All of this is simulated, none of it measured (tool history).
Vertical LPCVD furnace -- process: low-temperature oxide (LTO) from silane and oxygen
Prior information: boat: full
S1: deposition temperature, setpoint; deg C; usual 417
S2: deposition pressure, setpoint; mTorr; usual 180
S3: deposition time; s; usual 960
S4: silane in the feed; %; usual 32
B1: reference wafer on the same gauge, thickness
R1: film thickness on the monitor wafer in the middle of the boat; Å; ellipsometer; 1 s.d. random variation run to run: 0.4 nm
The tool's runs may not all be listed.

{"run": 1, "hour": 0.0, "S1": 412, "S2": 180, "S3": 960, "S4": 32, "B1": 127.95, "R1": 977.7}
{"run": 2, "hour": 60.3, "S1": 417, "S2": 180, "S3": 960, "S4": 32, "B1": 128.12, "R1": 1041.8}
{"run": 3, "hour": 168.3, "S1": 417, "S2": 180, "S3": 960, "S4": 32, "B1": 128.05, "R1": 1031.2}
{"run": 4, "hour": 264.3, "S1": 417, "S2": 180, "S3": 1170, "S4": 32, "B1": 127.93, "R1": 1269.0}
{"run": 5, "hour": 363.9, "S1": 417, "S2": 180, "S3": 1170, "S4": 32, "B1": 128.03, "R1": 1260.8}
{"run": 6, "hour": 469.3, "S1": 417, "S2": 180, "S3": 1170, "S4": 32, "B1": 127.95, "R1": 1255.6}
{"run": 7, "hour": 520.1, "S1": 417, "S2": 180, "S3": 840, "S4": 32, "B1": 127.87, "R1": 896.6}
{"run": 8, "hour": 622.5, "S1": 417, "S2": 180, "S3": 960, "S4": 32, "B1": 127.82, "R1": 1028.1}
{"hour": 693.9, "done": "pressure gauge zeroed"}
{"run": 9, "hour": 694.4, "S1": 417, "S2": 180, "S3": 960, "S4": 32, "B1": 128.08, "R1": 1082.9}
{"run": 10, "hour": 752.8, "S1": 417, "S2": 180, "S3": 960, "S4": 32, "B1": 128.14, "R1": 1084.0}
{"run": 11, "hour": 854.8, "S1": 417, "S2": 180, "S3": 960, "S4": 32, "B1": 128.19, "R1": 1088.3}
{"hour": 884.7, "done": "gauge calibrated"}
{"hour": 895.7, "done": "silane flow controller replaced"}
{"run": 12, "hour": 896.2, "S1": 410, "S2": 180, "S3": 960, "S4": 32, "B1": 127.89, "R1": 1006.0}
{"run": 13, "hour": 931.3, "S1": 410, "S2": 180, "S3": 960, "S4": 32, "B1": 127.94, "R1": 1002.3}
{"run": 14, "hour": 993.0, "S1": 417, "S2": 180, "S3": 960, "S4": 29, "B1": 127.8, "R1": 941.6}
{"run": 15, "hour": 1157.4, "S1": 406, "S2": 220, "S3": 960, "S4": 38, "B1": 128.2, "R1": 1464.3}
{"run": 16, "hour": 1244.5, "S1": 417, "S2": 180, "S3": 960, "S4": 32, "B1": 127.87, "R1": 1079.8}
{"run": 17, "hour": 1309.3, "S1": 426, "S2": 205, "S3": 960, "S4": 32, "B1": 128.14, "R1": 1356.0}
{"run": 18, "hour": 1399.1, "S1": 417, "S2": 180, "S3": 1290, "S4": 32, "B1": 128.0, "R1": 1435.6}
{"run": 19, "hour": 1481.9, "S1": 417, "S2": 180, "S3": 960, "S4": 32, "B1": 128.07, "R1": 1076.6}
{"run": 20, "hour": 1559.2, "S1": 417, "S2": 195, "S3": 960, "S4": 32, "B1": 128.13, "R1": 1170.0}
{"run": 21, "hour": 1628.0, "S1": 417, "S2": 195, "S3": 780, "S4": 36, "B1": 127.92, "R1": 1106.1}
{"run": 22, "hour": 1699.8, "S1": 417, "S2": 155, "S3": 720, "S4": 38, "B1": 127.84, "R1": 860.0}
{"run": 23, "hour": 1795.1, "S1": 406, "S2": 180, "S3": 960, "S4": 32, "B1": 128.0, "R1": 948.6}
{"hour": 2013.0, "done": "thermocouples replaced and temperature profile calibrated"}
{"run": 24, "hour": 2083.8, "S1": 417, "S2": 195, "S3": 780, "S4": 36, "B1": 127.88, "R1": 1099.6}
{"run": 25, "hour": 2136.1, "S1": 417, "S2": 180, "S3": 960, "S4": 34, "B1": 128.25, "R1": 1160.2}
{"run": 26, "hour": 2394.7, "S1": 426, "S2": 180, "S3": 1170, "S4": 32, "B1": 128.1, "R1": 1431.7}
{"run": 27, "hour": 2449.4, "S1": 417, "S2": 180, "S3": 960, "S4": 30, "B1": 127.87, "R1": 973.8}
{"run": 28, "hour": 2523.9, "S1": 417, "S2": 180, "S3": 780, "S4": 34, "B1": 127.9, "R1": 932.3}
{"run": 29, "hour": 2563.8, "S1": 417, "S2": 180, "S3": 960, "S4": 32, "B1": 128.08, "R1": 1061.7}
{"run": 30, "hour": 2648.4, "S1": 428, "S2": 180, "S3": 960, "S4": 30, "B1": 127.82, "R1": 1090.9}

The tool's hidden state at each run:
true tube temperature minus thermocouple reading, K: 0 in every run
deviation of the silane flow from its setpoint, %: 0 in every run
gauge reads high (%): 0 in every run
H1: true pressure minus gauge reading, mTorr
run=1 H1=-7.85
run=2 H1=-7.97
run=3 H1=-8.18
run=4 H1=-8.37
run=5 H1=-8.56
run=6 H1=-8.77
run=7 H1=-8.87
run=8 H1=-9.07
run=9 H1=0.173
run=10 H1=0.0583
run=11 H1=-0.142
run=12 H1=-0.223
run=13 H1=-0.292
run=14 H1=-0.414
run=15 H1=-0.737
run=16 H1=-0.908
run=17 H1=-1.03
run=18 H1=-1.21
run=19 H1=-1.37
run=20 H1=-1.53
run=21 H1=-1.66
run=22 H1=-1.8
run=23 H1=-1.99
run=24 H1=-2.56
run=25 H1=-2.66
run=26 H1=-3.17
run=27 H1=-3.27
run=28 H1=-3.42
run=29 H1=-3.5
run=30 H1=-3.67
